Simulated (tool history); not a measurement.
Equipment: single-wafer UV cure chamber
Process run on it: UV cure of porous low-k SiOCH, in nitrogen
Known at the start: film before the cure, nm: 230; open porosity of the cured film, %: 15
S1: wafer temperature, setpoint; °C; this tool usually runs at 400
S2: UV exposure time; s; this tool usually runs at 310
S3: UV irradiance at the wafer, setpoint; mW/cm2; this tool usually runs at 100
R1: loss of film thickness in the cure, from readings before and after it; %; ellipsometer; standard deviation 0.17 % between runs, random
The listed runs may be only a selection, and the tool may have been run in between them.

run     day   S1   S2   S3      R1
  1       0  400  310   84  11.234
      0.075  -- quartz window cleaned
  2   0.408  400  310   84  12.227
  3    0.75  400  310   84  12.109
  4   1.167  389  310  100  12.707
  5   1.471  389  310  100  12.358
  6   1.729  400  310  126  13.787
  7   2.262  400  310  126  13.306
  8    2.55  400  440  122  14.849
  9   2.942  400  440  122  14.776
 10   3.658  400  440  122  15.362
 11   4.196  400  310  100  12.188
 12   4.658  400  310  100  12.259
      5.071  -- quartz window cleaned
      5.467  -- UV bulbs replaced
 13   5.488  400  310  100  13.131
 14    5.55  384  440  100  14.307
 15   6.096  415  395   70  12.451
 16    6.55  400  310  100  12.087
 17   6.904  400  310  100  12.208
 18   7.338  415  215   77   9.627
 19    7.75  384  310  100  11.787
 20   8.312  400  365  100  13.224
     10.138  -- quartz window cleaned
 21  10.158  412  230  127   12.75
 22  10.675  383  230   82  10.148
 23  11.371  400  255  100  11.571
 24  11.946  400  310  100  12.595
 25  12.221  406  165  116  10.489
 26  12.504  400  310  100  12.258
 27  12.804  415  310  120  13.596
 28  13.442  400  205  100  10.282

Hidden state, per run?
lamp output below its setpoint, %: 0, the same for each run
H1: transmission lost against a clean window, %
run    H1
  1    21
  2  4.94
  3  8.21
  4  11.4
  5  13.2
  6  14.5
  7  16.6
  8  17.5
  9  18.5
 10  19.8
 11  20.4
 12  20.8
 13  7.93
 14  8.55
 15    13
 16  15.8
 17  17.4
 18    19
 19  20.2
 20  21.4
 21  1.45
 22  7.15
 23  12.4
 24  15.4
 25  16.4
 26  17.4
 27  18.2
 28  19.5

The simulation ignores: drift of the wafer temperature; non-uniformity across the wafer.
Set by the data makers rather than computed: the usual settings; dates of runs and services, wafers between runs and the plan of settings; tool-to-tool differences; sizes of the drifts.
